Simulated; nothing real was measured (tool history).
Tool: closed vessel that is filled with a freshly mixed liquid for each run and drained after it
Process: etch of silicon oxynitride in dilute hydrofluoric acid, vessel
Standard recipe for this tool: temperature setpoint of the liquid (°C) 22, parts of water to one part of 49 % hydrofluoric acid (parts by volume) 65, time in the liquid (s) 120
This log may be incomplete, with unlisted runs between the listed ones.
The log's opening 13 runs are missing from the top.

run   hour  temperature setpoint of the liquid (°C)  parts of water to one part of 49 % hydrofluoric acid (parts by volume)  time in the liquid (s)  wafers since the last listed run  hours since the thermometer was replaced  hours since the hydrofluoric acid flow meter was replaced  hours since the gauge calibration  read-back film thickness of the silicon oxynitride reference wafer, read on the same gauge (nm)  thickness taken off the silicon oxynitride on a monitor wafer (nm)
 14  195.5                                       22                                                                      65                     175                              1025                                        48                                                     2142.2                              419.2                                                                                           130.03                                                                8.25
 15  213.3                                       22                                                                      65                     175                              1754                                      65.8                                                       2160                                437                                                                                           130.02                                                                8.26
 16  227.7                                       22                                                                      55                     120                              1419                                      80.2                                                     2174.4                              451.4                                                                                           130.01                                                                6.72
 17  237.4                                       22                                                                      65                     120                               956                                      89.9                                                     2184.1                              461.1                                                                                           130.03                                                                5.65
 18  254.3                                       22                                                                      65                     150                              1665                                     106.8                                                       2201                                478                                                                                           130.01                                                                7.16
 19  269.9                                       26                                                                      65                      60                              1537                                     122.4                                                     2216.6                              493.6                                                                                           130.03                                                                3.48
 20  279.7                                     25.5                                                                      65                     120                               966                                     132.2                                                     2226.4                              503.4                                                                                           129.97                                                                6.65
     282.3  -- hydrofluoric acid flow meter replaced
 21  291.1                                       22                                                                      65                     120                              1025                                     143.6                                                        8.8                              514.8                                                                                              130                                                                6.58
 22  298.4                                       18                                                                      35                     185                               719                                     150.9                                                       16.1                              522.1                                                                                           129.99                                                               15.67
 23  315.7                                       22                                                                      65                      55                              1705                                     168.2                                                       33.4                              539.4                                                                                              130                                                                3.01
       330  -- gauge calibrated
 24    330                                       22                                                                      65                     120                              1409                                     182.5                                                       47.7                                  0                                                                                           129.97                                                                6.55
 25  342.7                                       24                                                                      55                     120                              1251                                     195.2                                                       60.4                               12.7                                                                                              130                                                                8.73
 26    358                                       22                                                                      65                     165                              1508                                     210.5                                                       75.7                                 28                                                                                           129.99                                                                8.98
 27  373.9                                       24                                                                      90                      85                              1567                                     226.4                                                       91.6                               43.9                                                                                           129.99                                                                3.68
 28  389.6                                     25.5                                                                      65                     140                              1547                                     242.1                                                      107.3                               59.6                                                                                           130.02                                                                9.11

Run 29 is up next; what results do you expect?
 29  401.3                                       22                                                                      65                     120                              1153                                     253.8                                                        119                               71.3                                                                                                ?                                                                   ?

{"run 29": {"read-back film thickness of the silicon oxynitride reference wafer, read on the same gauge (nm)": 130.03, "thickness taken off the silicon oxynitride on a monitor wafer (nm)": 6.66}}
Had the tool carried no hidden state, the very same run would have given thickness taken off the silicon oxynitride on a monitor wafer (nm) 6.57.
